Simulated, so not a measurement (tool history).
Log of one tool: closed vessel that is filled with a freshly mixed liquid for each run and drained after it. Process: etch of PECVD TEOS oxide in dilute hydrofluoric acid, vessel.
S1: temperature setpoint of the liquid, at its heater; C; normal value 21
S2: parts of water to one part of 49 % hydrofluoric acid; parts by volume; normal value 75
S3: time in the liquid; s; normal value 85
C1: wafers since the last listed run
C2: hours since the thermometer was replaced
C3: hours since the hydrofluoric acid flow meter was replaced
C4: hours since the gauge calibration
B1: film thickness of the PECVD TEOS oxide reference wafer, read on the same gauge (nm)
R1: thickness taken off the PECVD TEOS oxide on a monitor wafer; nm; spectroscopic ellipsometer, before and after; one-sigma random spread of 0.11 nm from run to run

Run 1, hour 0: usual settings but S2 85 parts by volume, S3 120 s; C1 0; C2 1000.6; C3 241.3; C4 41.6; B1 70.02. Result: R1 17.62 nm.
Run 2, hour 64.1: usual settings but S2 85 parts by volume, S3 120 s; C1 6699; C2 1064.7; C3 305.4; C4 105.7; B1 69.99. Result: R1 17.79 nm.
Run 3, hour 88.5: usual settings but S2 85 parts by volume, S3 120 s; C1 2550; C2 1089.1; C3 329.8; C4 130.1; B1 69.98. Result: R1 18.02 nm.
Run 4, hour 114.7: usual settings; C1 2738; C2 1115.3; C3 356; C4 156.3; B1 70.01. Result: R1 14.39 nm.
Run 5, hour 130.7: usual settings; C1 1672; C2 1131.3; C3 372; C4 172.3; B1 70.03. Result: R1 14.53 nm.
Run 6, hour 161.4: usual settings; C1 3208; C2 1162; C3 402.7; C4 203; B1 69.97. Result: R1 14.58 nm.
Run 7, hour 184.9: usual settings but S3 50 s; C1 2456; C2 1185.5; C3 426.2; C4 226.5; B1 70.01. Result: R1 8.56 nm.
Run 8, hour 197.9: usual settings but S3 50 s; C1 1358; C2 1198.5; C3 439.2; C4 239.5; B1 69.97. Result: R1 8.53 nm.
Run 9, hour 221.8: usual settings but S2 90 parts by volume; C1 2498; C2 1222.4; C3 463.1; C4 263.4; B1 69.99. Result: R1 11.98 nm.
Run 10, hour 247.4: usual settings; C1 2675; C2 1248; C3 488.7; C4 289; B1 70.04. Result: R1 14.46 nm.
Run 11, hour 277.2: usual settings but S2 95 parts by volume, S3 125 s; C1 3114; C2 1277.8; C3 518.5; C4 318.8; B1 69.98. Result: R1 16.89 nm.
At hour 291.7: thermometer replaced.
Run 12, hour 296.8: usual settings; C1 1944; C2 5.1; C3 538.1; C4 338.4; B1 69.98. Result: R1 13.09 nm.
At hour 305.5: gauge calibrated.
Run 13, hour 319.1: usual settings; C1 2330; C2 27.4; C3 560.4; C4 13.6; B1 70. Result: R1 13.16 nm.
Run 14, hour 349.9: usual settings but S2 40 parts by volume, S3 60 s; C1 3219; C2 58.2; C3 591.2; C4 44.4; B1 70.02. Result: R1 18.46 nm.
At hour 384.9: hydrofluoric acid flow meter replaced.
Run 15, hour 385.4: usual settings; C1 3605; C2 93.7; C3 0.5; C4 79.9; B1 69.99. Result: R1 13.03 nm.
Run 16, hour 466.8: usual settings but S1 19 C, S2 90 parts by volume; C1 8507; C2 175.1; C3 81.9; C4 161.3; B1 69.96. Result: R1 10.1 nm.
Run 17, hour 499.9: usual settings but S1 24.5 C, S2 60 parts by volume, S3 100 s; C1 3459; C2 208.2; C3 115; C4 194.4; B1 70. Result: R1 23.47 nm.

3 options for the next run, each taken on its own from the tool as it stands now. Forecast them:
Run A, hour 500.6: usual settings but S3 130 s; C1 73; C2 208.9; C3 115.7; C4 195.1; B1 ?. Result: R1 ?.
Run B, hour 500.6: usual settings but S1 17.5 C, S2 35 parts by volume, S3 100 s; C1 73; C2 208.9; C3 115.7; C4 195.1; B1 ?. Result: R1 ?.
Run C, hour 500.6: usual settings but S2 110 parts by volume; C1 73; C2 208.9; C3 115.7; C4 195.1; B1 ?. Result: R1 ?.

run     B1     R1
  A  69.99  20.56
  B  69.99  30.64
  C  69.99    8.8
Stripped of hidden state, with their random variation kept, the same runs would have yielded:
run     R1
  A  20.07
  B  29.86
  C   8.59
